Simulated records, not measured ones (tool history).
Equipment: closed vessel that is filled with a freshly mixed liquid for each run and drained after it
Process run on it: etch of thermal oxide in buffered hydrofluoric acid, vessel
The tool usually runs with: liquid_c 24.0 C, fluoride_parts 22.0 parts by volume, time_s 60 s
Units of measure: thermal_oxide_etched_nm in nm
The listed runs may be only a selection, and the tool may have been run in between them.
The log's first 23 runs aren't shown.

run	hour	liquid_c	fluoride_parts	time_s	wafers since the last listed run	hours since the thermometer was replaced	hours since the hydrofluoric acid flow meter was replaced	hours since the gauge calibration	read-back film thickness of the thermal oxide reference wafer, read on the same gauge (nm)	thermal_oxide_etched_nm
24	550.7	28.0	18.5	85	1809	222.7	433.7	359.4	140.00	70.71
25	585.8	27.0	13.0	60	4776	257.8	468.8	394.5	140.01	66.72
26	613.2	28.0	22.0	60	3728	285.2	496.2	421.9	139.98	43.14
27	638.0	24.0	22.0	60	3375	310.0	521.0	446.7	139.99	34.75
28	668.4	24.0	22.0	60	4137	340.4	551.4	477.1	140.02	34.41
29	692.3	27.5	22.0	80	3252	364.3	575.3	501.0	140.00	55.57
30	769.7	27.0	28.5	35	10533	441.7	652.7	578.4	139.97	20.05
31	790.5	28.0	25.5	85	2830	462.5	673.5	599.2	140.01	55.50
32	809.5	26.5	17.5	30	2585	481.5	692.5	618.2	140.01	24.64
33	826.2	21.0	22.0	60	2272	498.2	709.2	634.9	140.00	29.61
34	843.0	24.0	26.0	60	2286	515.0	726.0	651.7	139.98	31.14

3 options for the next run, each taken on its own from the tool as it stands now. Forecast them:
A	843.7	24.0	22.0	60	95	515.7	726.7	652.4	?	?
B	843.7	20.0	24.5	60	95	515.7	726.7	652.4	?	?
C	843.7	27.5	22.0	30	95	515.7	726.7	652.4	?	?

run	read-back film thickness of the thermal oxide reference wafer, read on the same gauge (nm)	thermal_oxide_etched_nm
A	139.99	34.74
B	139.99	25.83
C	139.99	21.00
What these runs would have given with no unlogged condition in the tool:
run	thermal_oxide_etched_nm
A	33.81
B	25.14
C	20.44
